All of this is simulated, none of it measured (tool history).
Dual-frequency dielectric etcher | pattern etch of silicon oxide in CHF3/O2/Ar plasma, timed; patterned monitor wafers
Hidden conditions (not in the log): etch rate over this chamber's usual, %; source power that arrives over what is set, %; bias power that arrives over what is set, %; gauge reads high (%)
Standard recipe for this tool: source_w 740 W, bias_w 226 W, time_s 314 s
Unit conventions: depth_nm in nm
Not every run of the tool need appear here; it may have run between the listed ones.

run,hour,source_w,bias_w,time_s,wafers since the last listed run,hours since the last wet clean,hours since the last source power generator calibration,hours since the last bias power generator calibration,hours since the last upper electrode change,hours since the gauge calibration,"read-back reference wafer on the same gauge, depth_nm",depth_nm
1,0,740,226,314,0,307,4075.3,3409.5,4489,93.2,696,793.7
2,16.4,740,226,314,63,323.4,4091.7,3425.9,4505.4,109.6,697,788.3
3,38.5,740,267,314,85,345.5,4113.8,3448,4527.5,131.7,697.6,848.7
4,50.8,740,196,314,47,357.8,4126.1,3460.3,4539.8,144,698.4,757.2
5,67.2,740,196,314,63,374.2,4142.5,3476.7,4556.2,160.4,696,759.3
6,83.6,740,196,314,63,390.6,4158.9,3493.1,4572.6,176.8,696.3,762.9
7,106,740,254,314,86,413,4181.3,3515.5,4595,199.2,696.5,836
8,119.7,740,254,314,52,426.7,4195,3529.2,4608.7,212.9,696.1,838.6
# hour 153.5: wet clean of the chamber
9,154,740,254,314,39,0.5,4229.3,3563.5,4643,247.2,696.7,846.3
# hour 156.6: gauge calibrated
10,165.6,740,226,314,44,12.1,4240.9,3575.1,4654.6,9,696.3,821.2
# hour 181.9: source power generator calibrated
11,185.6,740,226,314,61,32.1,3.7,3595.1,4674.6,29,698.5,820.8

The next listed run, before its measurement:
12,207.6,800,209,403,84,54.1,25.7,3617.1,4696.6,51,?,?

Run 12 measured read-back reference wafer on the same gauge, depth_nm 695.7, depth_nm 1064.1 nm.
Without the tool's hidden state the same run would have given depth_nm 997.8 nm.

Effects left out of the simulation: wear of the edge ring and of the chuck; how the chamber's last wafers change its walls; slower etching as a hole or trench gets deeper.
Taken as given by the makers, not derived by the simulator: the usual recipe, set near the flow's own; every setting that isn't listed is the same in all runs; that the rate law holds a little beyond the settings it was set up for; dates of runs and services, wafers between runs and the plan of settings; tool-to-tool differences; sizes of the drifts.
